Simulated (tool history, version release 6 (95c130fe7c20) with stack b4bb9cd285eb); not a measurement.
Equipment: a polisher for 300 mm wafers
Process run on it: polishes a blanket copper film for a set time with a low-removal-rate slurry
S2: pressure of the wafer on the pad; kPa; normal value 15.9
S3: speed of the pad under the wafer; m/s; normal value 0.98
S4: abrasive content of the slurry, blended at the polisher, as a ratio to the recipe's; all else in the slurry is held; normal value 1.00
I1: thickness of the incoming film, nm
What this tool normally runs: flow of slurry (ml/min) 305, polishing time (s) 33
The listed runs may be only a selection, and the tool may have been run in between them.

Run 1, hour 0.0: usual settings; I1 1411.6. Result: film removed (angstrom) 781.
Run 2, hour 54.7: usual settings; I1 1428.1. Result: film removed (angstrom) 781.
Run 3, hour 160.4: usual settings; I1 1405.6. Result: film removed (angstrom) 784.
At hour 167.9: worn pad replaced by a new one.
Run 4, hour 261.3: usual settings but flow of slurry (ml/min) 370; I1 1407.8. Result: film removed (angstrom) 777.
At hour 291.9: head pressure recalibrated.
Run 5, hour 310.2: usual settings but flow of slurry (ml/min) 370; I1 1403.7. Result: film removed (angstrom) 785.
Run 6, hour 347.9: usual settings; I1 1387.8. Result: film removed (angstrom) 770.
Run 7, hour 406.0: usual settings; I1 1400.4. Result: film removed (angstrom) 771.
At hour 432.2: slurry blender recalibrated.
Run 8, hour 675.0: usual settings; I1 1431.6. Result: film removed (angstrom) 749.
At hour 701.7: slurry nozzle cleaned.
At hour 765.0: worn pad replaced by a new one.
Run 9, hour 885.1: usual settings but S2 19.3 kPa; I1 1396.8. Result: film removed (angstrom) 906.
Run 10, hour 992.6: usual settings but S2 19.3 kPa; I1 1414.1. Result: film removed (angstrom) 900.
At hour 1010.6: slurry blender recalibrated.
Run 11, hour 1051.7: usual settings but flow of slurry (ml/min) 240, S3 1.20 m/s, polishing time (s) 29; I1 1403.6. Result: film removed (angstrom) 748.
Run 12, hour 1142.9: usual settings but S2 13.1 kPa, S3 0.66 m/s; I1 1388.7. Result: film removed (angstrom) 526.
At hour 1189.7: head pressure recalibrated.
Run 13, hour 1190.2: usual settings but S2 11.7 kPa; I1 1430.3. Result: film removed (angstrom) 605.
At hour 1360.3: slurry nozzle cleaned.
Run 14, hour 1370.6: usual settings; I1 1395.6. Result: film removed (angstrom) 767.
Run 15, hour 1453.8: usual settings but flow of slurry (ml/min) 345, S3 0.84 m/s, S4 0.80; I1 1408.7. Result: film removed (angstrom) 658.
At hour 1477.5: worn pad replaced by a new one.
Run 16, hour 1536.7: usual settings but polishing time (s) 38; I1 1413.3. Result: film removed (angstrom) 901.
At hour 1597.5: slurry blender recalibrated.
Run 17, hour 1628.3: usual settings but S2 17.9 kPa, S3 0.70 m/s, S4 0.80; I1 1406.5. Result: film removed (angstrom) 649.
Run 18, hour 1667.2: usual settings but S2 20.0 kPa, S3 1.22 m/s, polishing time (s) 24; I1 1393.3. Result: film removed (angstrom) 766.
Run 19, hour 1770.5: usual settings but flow of slurry (ml/min) 375, S4 1.10; I1 1368.7. Result: film removed (angstrom) 810.
Run 20, hour 1811.4: usual settings; I1 1386.9. Result: film removed (angstrom) 765.
Run 21, hour 1909.8: usual settings but flow of slurry (ml/min) 230; I1 1421.2. Result: film removed (angstrom) 737.
Run 22, hour 1967.8: usual settings but S2 14.5 kPa; I1 1394.8. Result: film removed (angstrom) 708.
Run 23, hour 2070.0: usual settings but flow of slurry (ml/min) 245, polishing time (s) 37; I1 1391.4. Result: film removed (angstrom) 830.
At hour 2082.0: slurry nozzle cleaned.
At hour 2084.3: worn pad replaced by a new one.
Run 24, hour 2114.9: usual settings; I1 1378.5. Result: film removed (angstrom) 781.
Run 25, hour 2162.4: usual settings but flow of slurry (ml/min) 235, S2 13.1 kPa, S3 0.64 m/s, polishing time (s) 42; I1 1398.3. Result: film removed (angstrom) 672.
Run 26, hour 2241.1: usual settings but flow of slurry (ml/min) 345, S3 0.84 m/s, S4 0.80; I1 1399.3. Result: film removed (angstrom) 650.
At hour 2285.2: slurry blender recalibrated.
Run 27, hour 2304.7: usual settings; I1 1376.7. Result: film removed (angstrom) 766.
Run 28, hour 2354.7: usual settings; I1 1414.0. Result: film removed (angstrom) 773.
At hour 2366.8: head pressure recalibrated.
Run 29, hour 2395.5: usual settings but S2 13.1 kPa, S3 0.66 m/s; I1 1404.4. Result: film removed (angstrom) 538.
Run 30, hour 2491.5: usual settings; I1 1402.6. Result: film removed (angstrom) 767.

Alternative continuations, all from the tool just after run 30; predict every row:
Run A, hour 2491.9: usual settings; I1 1387.5. Result: film removed (angstrom) ?.
Run B, hour 2491.9: usual settings but flow of slurry (ml/min) 410, S3 0.82 m/s, S4 1.25, polishing time (s) 42; I1 1387.5. Result: film removed (angstrom) ?.
Run C, hour 2491.9: usual settings but flow of slurry (ml/min) 390, S2 21.4 kPa, S3 1.18 m/s, polishing time (s) 22; I1 1387.5. Result: film removed (angstrom) ?.
Run D, hour 2491.9: usual settings but S3 0.64 m/s, polishing time (s) 43; I1 1387.5. Result: film removed (angstrom) ?.

run  film removed (angstrom)
  A                      767
  B                      971
  C                      745
  D                      792
What these runs would have given with no unlogged condition in the tool:
run  film removed (angstrom)
  A                      782
  B                      987
  C                      758
  D                      807
